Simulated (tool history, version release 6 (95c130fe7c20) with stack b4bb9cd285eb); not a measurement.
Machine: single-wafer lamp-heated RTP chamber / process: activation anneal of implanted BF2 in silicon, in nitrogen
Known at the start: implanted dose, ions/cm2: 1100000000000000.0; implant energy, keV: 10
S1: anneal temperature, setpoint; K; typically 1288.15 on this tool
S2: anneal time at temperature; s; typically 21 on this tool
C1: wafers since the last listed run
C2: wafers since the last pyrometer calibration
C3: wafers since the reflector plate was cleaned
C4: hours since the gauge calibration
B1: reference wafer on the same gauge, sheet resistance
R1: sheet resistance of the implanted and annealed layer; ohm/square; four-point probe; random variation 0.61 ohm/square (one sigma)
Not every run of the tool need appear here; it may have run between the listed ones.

run	hour	S1	S2	C1	C2	C3	C4	B1	R1
1	0.0	1288.15	21	0	2232	6222	281.4	224.82	208.06
# hour 15.6: pyrometer window cleaned and pyrometer calibrated
2	23.8	1288.15	21	278	143	6500	305.2	225.05	208.22
3	57.8	1288.15	21	598	742	7099	339.2	225.08	207.67
# hour 62.1: gauge calibrated
4	70.0	1288.15	21	214	957	7314	7.9	225.11	207.24
5	114.5	1288.15	27	783	1741	8097	52.4	225.04	193.79
# hour 152.7: pyrometer window cleaned and pyrometer calibrated
6	178.3	1288.15	27	982	450	9080	116.2	225.17	194.79
7	201.8	1288.15	27	413	864	9494	139.7	224.80	194.46
8	231.9	1288.15	21	530	1394	10024	169.8	225.05	208.34
9	252.1	1288.15	21	355	1750	10380	190.0	224.73	208.19
# hour 294.0: pyrometer window cleaned and pyrometer calibrated
10	324.6	1288.15	21	1136	539	11516	262.5	224.87	207.88
11	337.6	1288.15	21	228	768	11745	275.5	224.89	208.53
# hour 367.9: reflector plate cleaned
12	409.3	1310.15	25	1121	1890	729	347.2	225.13	172.23
# hour 419.5: pyrometer window cleaned and pyrometer calibrated
13	437.1	1271.15	21	348	309	1078	375.0	224.84	245.28
14	450.3	1278.15	17	232	542	1310	388.2	225.09	239.66
# hour 461.2: gauge calibrated
15	480.7	1264.15	16	535	1077	1846	19.5	224.82	279.92
16	514.0	1288.15	21	586	1663	2432	52.8	225.17	207.40
17	536.1	1288.15	31	389	2053	2821	74.9	225.14	188.04
# hour 556.4: pyrometer window cleaned and pyrometer calibrated
18	556.9	1277.15	13	225	9	3047	95.7	224.99	260.09
19	560.8	1288.15	21	68	78	3115	99.6	224.93	206.49
20	592.4	1288.15	21	556	634	3672	131.2	224.72	208.05
21	627.1	1308.15	26	611	1245	4283	165.9	224.82	173.30
22	657.9	1265.15	27	542	1788	4826	196.7	224.92	245.90

The tool's hidden state at each run:
true wafer temperature minus pyrometer reading, K: 0 at every run
wafer temperature error from the tarnished reflector plate, K: 0 at every run
gauge reads high (%): 0 at every run
